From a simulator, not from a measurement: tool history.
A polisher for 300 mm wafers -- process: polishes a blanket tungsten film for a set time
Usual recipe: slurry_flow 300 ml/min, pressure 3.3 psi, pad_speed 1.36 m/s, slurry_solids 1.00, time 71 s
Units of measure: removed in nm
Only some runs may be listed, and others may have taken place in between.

run	hour	slurry_flow	pressure	pad_speed	slurry_solids	time	wafers since the last listed run	wafers polished on this pad	hours since the slurry nozzle was cleaned	hours since the head pressure was calibrated	hours since the slurry blender was calibrated	hours since the slurry got fresh peroxide	incoming thickness of the incoming film, nm	removed
1	0.0	300	2.3	1.36	1.00	80	0	228	473.6	160.4	234.0	151.1	1113.4	298.5
# hour 2.9: slurry nozzle cleaned
2	29.7	300	2.3	1.36	1.00	80	179	408	26.8	190.1	263.7	180.8	1100.1	291.8
# hour 54.8: slurry tank refilled with fresh slurry and peroxide
3	75.6	300	2.3	1.36	1.00	80	281	689	72.7	236.0	309.6	20.8	1118.2	314.0
4	100.4	225	3.3	1.36	0.80	71	155	845	97.5	260.8	334.4	45.6	1113.8	381.0
# hour 115.9: slurry blender recalibrated
5	125.5	225	3.3	1.36	0.80	71	144	990	122.6	285.9	9.6	70.7	1117.0	381.6
# hour 157.7: worn pad replaced by a new one
6	178.8	225	3.3	1.36	0.80	71	309	132	175.9	339.2	62.9	124.0	1111.7	368.7
7	207.8	300	3.3	1.36	1.00	71	181	314	204.9	368.2	91.9	153.0	1096.9	387.1
# hour 251.7: head pressure recalibrated
# hour 253.9: slurry tank refilled with fresh slurry and peroxide
8	278.1	300	3.3	1.36	1.00	71	421	736	275.2	26.4	162.2	24.2	1103.2	403.8
9	328.4	300	3.3	1.36	1.00	71	315	1051	325.5	76.7	212.5	74.5	1128.4	398.2
# hour 363.2: worn pad replaced by a new one
10	376.8	345	3.3	1.36	1.00	71	278	85	373.9	125.1	260.9	122.9	1119.2	393.6
11	429.6	345	3.3	1.36	1.00	71	331	416	426.7	177.9	313.7	175.7	1115.6	375.7
# hour 432.0: slurry tank refilled with fresh slurry and peroxide
# hour 479.6: slurry nozzle cleaned
12	480.1	345	3.3	1.36	1.00	71	304	720	0.5	228.4	364.2	48.1	1118.0	411.4
# hour 503.3: slurry blender recalibrated
13	509.4	300	2.3	1.36	1.00	80	171	891	29.8	257.7	6.1	77.4	1129.6	314.6
14	558.6	355	4.0	1.36	1.15	85	308	1200	79.0	306.9	55.3	126.6	1132.0	596.0
# hour 573.9: worn pad replaced by a new one
15	605.5	375	3.3	1.52	1.00	71	268	198	125.9	353.8	102.2	173.5	1123.9	424.2
# hour 616.8: slurry tank refilled with fresh slurry and peroxide
16	672.9	230	2.2	1.36	1.25	94	416	614	193.3	421.2	169.6	56.1	1125.9	363.1
# hour 675.8: head pressure recalibrated
17	713.9	380	3.3	1.36	1.00	71	244	859	234.3	38.1	210.6	97.1	1118.4	406.4
18	760.7	300	4.1	1.36	0.80	58	293	1152	281.1	84.9	257.4	143.9	1132.1	373.3
# hour 773.2: worn pad replaced by a new one
19	805.9	215	3.3	1.80	1.00	71	258	205	326.3	130.1	302.6	189.1	1134.1	473.2
# hour 822.8: slurry tank refilled with fresh slurry and peroxide
20	867.5	300	3.9	1.24	0.85	49	379	585	387.9	191.7	364.2	44.7	1116.5	291.9
21	907.9	200	3.3	1.36	1.00	71	253	838	428.3	232.1	404.6	85.1	1122.5	388.1
22	953.6	300	3.3	1.16	1.00	59	286	1125	474.0	277.8	450.3	130.8	1126.0	274.8

For each entry between runs, how does the tool's hidden state at the last listed run before it compare with that at the first listed run after it?
In the gap between runs 1 and 2: slurry nozzle cleaned (hour 2.9)
  peroxide lost from the slurry, %: 17.5 -> 23
  measured value less the no-hidden-state value, removed: -23.1 -> -31.5 nm
In the gap between runs 2 and 3: slurry tank refilled with fresh slurry and peroxide (hour 54.8)
  peroxide lost from the slurry, %: 23 -> 0.426
  measured value less the no-hidden-state value, removed: -31.5 -> -0.5 nm
In the gap between runs 4 and 5: slurry blender recalibrated (hour 115.9)
  peroxide lost from the slurry, %: 1.35 -> 2.98
  measured value less the no-hidden-state value, removed: -1.9 -> -4.4 nm
In the gap between runs 5 and 6: worn pad replaced by a new one (hour 157.7)
  peroxide lost from the slurry, %: 2.98 -> 8.78
  measured value less the no-hidden-state value, removed: -4.4 -> -13.2 nm
In the gap between runs 7 and 8: head pressure recalibrated (hour 251.7); slurry tank refilled with fresh slurry and peroxide (hour 253.9)
  peroxide lost from the slurry, %: 13.3 -> 3.3
  measured value less the no-hidden-state value, removed: -21.8 -> -5.2 nm
In the gap between runs 9 and 10: worn pad replaced by a new one (hour 363.2)
  peroxide lost from the slurry, %: 6.07 -> 11.4
  measured value less the no-hidden-state value, removed: -9.6 -> -18.8 nm
In the gap between runs 11 and 12: slurry tank refilled with fresh slurry and peroxide (hour 432.0); slurry nozzle cleaned (hour 479.6)
  peroxide lost from the slurry, %: 20.2 -> 2.5
  measured value less the no-hidden-state value, removed: -34.6 -> -4.0 nm
In the gap between runs 12 and 13: slurry blender recalibrated (hour 503.3)
  peroxide lost from the slurry, %: 2.5 -> 4.55
  measured value less the no-hidden-state value, removed: -4.0 -> -5.6 nm
In the gap between runs 14 and 15: worn pad replaced by a new one (hour 573.9)
  peroxide lost from the slurry, %: 10.2 -> 18
  measured value less the no-hidden-state value, removed: -24.9 -> -34.1 nm
In the gap between runs 15 and 16: slurry tank refilled with fresh slurry and peroxide (hour 616.8)
  peroxide lost from the slurry, %: 18 -> 3.31
  measured value less the no-hidden-state value, removed: -34.1 -> -4.7 nm
In the gap between runs 16 and 17: head pressure recalibrated (hour 675.8)
  peroxide lost from the slurry, %: 3.31 -> 6.82
  measured value less the no-hidden-state value, removed: -4.7 -> -11.1 nm
In the gap between runs 18 and 19: worn pad replaced by a new one (hour 773.2)
  peroxide lost from the slurry, %: 13.1 -> 21.5
  measured value less the no-hidden-state value, removed: -20.7 -> -47.1 nm
In the gap between runs 19 and 20: slurry tank refilled with fresh slurry and peroxide (hour 822.8)
  peroxide lost from the slurry, %: 21.5 -> 3.76
  measured value less the no-hidden-state value, removed: -47.1 -> -4.3 nm
